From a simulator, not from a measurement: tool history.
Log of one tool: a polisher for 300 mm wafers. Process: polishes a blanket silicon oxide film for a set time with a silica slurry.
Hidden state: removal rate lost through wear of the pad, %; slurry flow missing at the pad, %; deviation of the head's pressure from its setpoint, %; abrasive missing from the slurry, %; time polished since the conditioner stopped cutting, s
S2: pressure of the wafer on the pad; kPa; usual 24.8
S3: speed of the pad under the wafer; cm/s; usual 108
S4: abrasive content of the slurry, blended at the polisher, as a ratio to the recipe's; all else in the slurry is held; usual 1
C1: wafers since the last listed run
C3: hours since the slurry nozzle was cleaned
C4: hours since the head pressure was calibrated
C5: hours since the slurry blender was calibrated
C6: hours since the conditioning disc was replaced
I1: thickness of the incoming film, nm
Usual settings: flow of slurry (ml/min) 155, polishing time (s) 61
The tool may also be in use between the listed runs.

run 1 day=0 | flow_of_slurry_(ml/min)=155 S2=24.8 S3=108 S4=1 polishing_time_(s)=61 | C1=0 wafers_polished_on_this_pad=1224 C3=111.5 C4=49.8 C5=104.3 C6=429.6 | I1=1763.4 | film_removed_(nm)=143.8
-- day=0.338 worn pad replaced by a new one
run 2 day=0.662 | flow_of_slurry_(ml/min)=155 S2=24.8 S3=108 S4=1 polishing_time_(s)=61 | C1=142 wafers_polished_on_this_pad=92 C3=127.4 C4=65.7 C5=120.2 C6=445.5 | I1=1738.9 | film_removed_(nm)=140.8
run 3 day=0.967 | flow_of_slurry_(ml/min)=155 S2=24.8 S3=108 S4=1 polishing_time_(s)=61 | C1=87 wafers_polished_on_this_pad=180 C3=134.7 C4=73 C5=127.5 C6=452.8 | I1=1733.1 | film_removed_(nm)=142.6
run 4 day=1.425 | flow_of_slurry_(ml/min)=155 S2=24.8 S3=108 S4=1 polishing_time_(s)=61 | C1=131 wafers_polished_on_this_pad=311 C3=145.7 C4=84 C5=138.5 C6=463.8 | I1=1725.5 | film_removed_(nm)=142
run 5 day=1.908 | flow_of_slurry_(ml/min)=155 S2=24.8 S3=108 S4=1 polishing_time_(s)=61 | C1=138 wafers_polished_on_this_pad=450 C3=157.3 C4=95.6 C5=150.1 C6=475.4 | I1=1726 | film_removed_(nm)=141.4
run 6 day=2.662 | flow_of_slurry_(ml/min)=125 S2=24.8 S3=108 S4=1 polishing_time_(s)=61 | C1=216 wafers_polished_on_this_pad=667 C3=175.4 C4=113.7 C5=168.2 C6=493.5 | I1=1775.4 | film_removed_(nm)=132.4
run 7 day=3.054 | flow_of_slurry_(ml/min)=170 S2=24.8 S3=108 S4=1 polishing_time_(s)=71 | C1=112 wafers_polished_on_this_pad=780 C3=184.8 C4=123.1 C5=177.6 C6=502.9 | I1=1726.4 | film_removed_(nm)=170.3
run 8 day=3.683 | flow_of_slurry_(ml/min)=155 S2=24.8 S3=108 S4=1 polishing_time_(s)=61 | C1=180 wafers_polished_on_this_pad=960 C3=199.9 C4=138.2 C5=192.7 C6=518 | I1=1726.3 | film_removed_(nm)=137.2
run 9 day=4.096 | flow_of_slurry_(ml/min)=175 S2=24.8 S3=108 S4=1 polishing_time_(s)=70 | C1=118 wafers_polished_on_this_pad=1079 C3=209.8 C4=148.1 C5=202.6 C6=527.9 | I1=1749.9 | film_removed_(nm)=161
-- day=4.883 conditioning disc replaced and pad reconditioned
run 10 day=4.904 | flow_of_slurry_(ml/min)=155 S2=24.8 S3=108 S4=1 polishing_time_(s)=61 | C1=208 wafers_polished_on_this_pad=1287 C3=229.2 C4=167.5 C5=222 C6=0.5 | I1=1765.7 | film_removed_(nm)=138.5
-- day=5.404 worn pad replaced by a new one
run 11 day=5.425 | flow_of_slurry_(ml/min)=155 S2=24.8 S3=108 S4=1.1 polishing_time_(s)=48 | C1=101 wafers_polished_on_this_pad=5 C3=241.7 C4=180 C5=234.5 C6=13 | I1=1765.9 | film_removed_(nm)=109.5
run 12 day=5.588 | flow_of_slurry_(ml/min)=205 S2=31.7 S3=76 S4=1 polishing_time_(s)=61 | C1=46 wafers_polished_on_this_pad=52 C3=245.6 C4=183.9 C5=238.4 C6=16.9 | I1=1756.6 | film_removed_(nm)=137.5
-- day=6.783 slurry nozzle cleaned
run 13 day=7.221 | flow_of_slurry_(ml/min)=105 S2=24.8 S3=108 S4=1 polishing_time_(s)=61 | C1=457 wafers_polished_on_this_pad=509 C3=10.5 C4=223.1 C5=277.6 C6=56.1 | I1=1771.5 | film_removed_(nm)=110.7
run 14 day=7.896 | flow_of_slurry_(ml/min)=130 S2=19.3 S3=72 S4=1 polishing_time_(s)=53 | C1=193 wafers_polished_on_this_pad=703 C3=26.7 C4=239.3 C5=293.8 C6=72.3 | I1=1721.2 | film_removed_(nm)=73.2
-- day=8.375 slurry blender recalibrated
run 15 day=8.396 | flow_of_slurry_(ml/min)=155 S2=24.8 S3=108 S4=1 polishing_time_(s)=61 | C1=119 wafers_polished_on_this_pad=823 C3=38.7 C4=251.3 C5=0.5 C6=84.3 | I1=1754 | film_removed_(nm)=147.8
run 16 day=8.983 | flow_of_slurry_(ml/min)=130 S2=17.9 S3=108 S4=1.15 polishing_time_(s)=61 | C1=168 wafers_polished_on_this_pad=992 C3=52.8 C4=265.4 C5=14.6 C6=98.4 | I1=1748.4 | film_removed_(nm)=121.3
run 17 day=9.538 | flow_of_slurry_(ml/min)=125 S2=24.8 S3=132 S4=0.85 polishing_time_(s)=75 | C1=159 wafers_polished_on_this_pad=1151 C3=66.1 C4=278.7 C5=27.9 C6=111.7 | I1=1742.9 | film_removed_(nm)=175.4
run 18 day=9.888 | flow_of_slurry_(ml/min)=155 S2=24.8 S3=108 S4=1 polishing_time_(s)=61 | C1=100 wafers_polished_on_this_pad=1251 C3=74.5 C4=287.1 C5=36.3 C6=120.1 | I1=1746.8 | film_removed_(nm)=150.3
-- day=10.171 worn pad replaced by a new one
run 19 day=10.5 | flow_of_slurry_(ml/min)=155 S2=17.9 S3=108 S4=0.85 polishing_time_(s)=48 | C1=128 wafers_polished_on_this_pad=95 C3=89.2 C4=301.8 C5=51 C6=134.8 | I1=1751.4 | film_removed_(nm)=89.3
run 20 day=11.129 | flow_of_slurry_(ml/min)=120 S2=24.8 S3=70 S4=1 polishing_time_(s)=50 | C1=180 wafers_polished_on_this_pad=275 C3=104.3 C4=316.9 C5=66.1 C6=149.9 | I1=1756.4 | film_removed_(nm)=85.6
run 21 day=11.862 | flow_of_slurry_(ml/min)=155 S2=17.9 S3=74 S4=1 polishing_time_(s)=61 | C1=210 wafers_polished_on_this_pad=486 C3=121.9 C4=334.5 C5=83.7 C6=167.5 | I1=1757.2 | film_removed_(nm)=96.2
run 22 day=12.304 | flow_of_slurry_(ml/min)=155 S2=24.8 S3=108 S4=1 polishing_time_(s)=61 | C1=126 wafers_polished_on_this_pad=613 C3=132.5 C4=345.1 C5=94.3 C6=178.1 | I1=1773.8 | film_removed_(nm)=142.5
run 23 day=12.638 | flow_of_slurry_(ml/min)=125 S2=24.8 S3=82 S4=0.75 polishing_time_(s)=72 | C1=95 wafers_polished_on_this_pad=709 C3=140.5 C4=353.1 C5=102.3 C6=186.1 | I1=1759 | film_removed_(nm)=123.6
run 24 day=13.129 | flow_of_slurry_(ml/min)=125 S2=24.8 S3=84 S4=1 polishing_time_(s)=61 | C1=141 wafers_polished_on_this_pad=850 C3=152.3 C4=364.9 C5=114.1 C6=197.9 | I1=1754.2 | film_removed_(nm)=114.9
run 25 day=13.575 | flow_of_slurry_(ml/min)=155 S2=26.9 S3=108 S4=1 polishing_time_(s)=61 | C1=128 wafers_polished_on_this_pad=978 C3=163 C4=375.6 C5=124.8 C6=208.6 | I1=1743.6 | film_removed_(nm)=151
run 26 day=14.233 | flow_of_slurry_(ml/min)=120 S2=26.9 S3=132 S4=1.25 polishing_time_(s)=61 | C1=189 wafers_polished_on_this_pad=1167 C3=178.8 C4=391.4 C5=140.6 C6=224.4 | I1=1741.3 | film_removed_(nm)=171.4
run 27 day=14.558 | flow_of_slurry_(ml/min)=210 S2=33.1 S3=108 S4=1.3 polishing_time_(s)=41 | C1=93 wafers_polished_on_this_pad=1260 C3=186.6 C4=399.2 C5=148.4 C6=232.2 | I1=1750.5 | film_removed_(nm)=132

How the hidden state differs across the entries between the runs, from the last listed run before each to the first after it:
Between runs 1 and 2: worn pad replaced by a new one (day 0.338)
  abrasive missing from the slurry, %: 5.61 -> 6.82
  measured less the result without the state, film removed (nm): -3.3 -> -4
Between runs 9 and 10: conditioning disc replaced and pad reconditioned (day 4.883)
  abrasive missing from the slurry, %: 15.8 -> 18.6
  measured less the result without the state, film removed (nm): -11.5 -> -12
Between runs 10 and 11: worn pad replaced by a new one (day 5.404)
  abrasive missing from the slurry, %: 18.6 -> 20.5
  measured less the result without the state, film removed (nm): -12 -> -10.2
Between runs 12 and 13: slurry nozzle cleaned (day 6.783)
  abrasive missing from the slurry, %: 21.2 -> 28
  measured less the result without the state, film removed (nm): -13.9 -> -15.9
Between runs 14 and 15: slurry blender recalibrated (day 8.375)
  abrasive missing from the slurry, %: 31.1 -> 2.65
  measured less the result without the state, film removed (nm): -12.1 -> -1.5
Between runs 18 and 19: worn pad replaced by a new one (day 10.171)
  abrasive missing from the slurry, %: 3.09 -> 3.53
  measured less the result without the state, film removed (nm): -1.9 -> -1.4

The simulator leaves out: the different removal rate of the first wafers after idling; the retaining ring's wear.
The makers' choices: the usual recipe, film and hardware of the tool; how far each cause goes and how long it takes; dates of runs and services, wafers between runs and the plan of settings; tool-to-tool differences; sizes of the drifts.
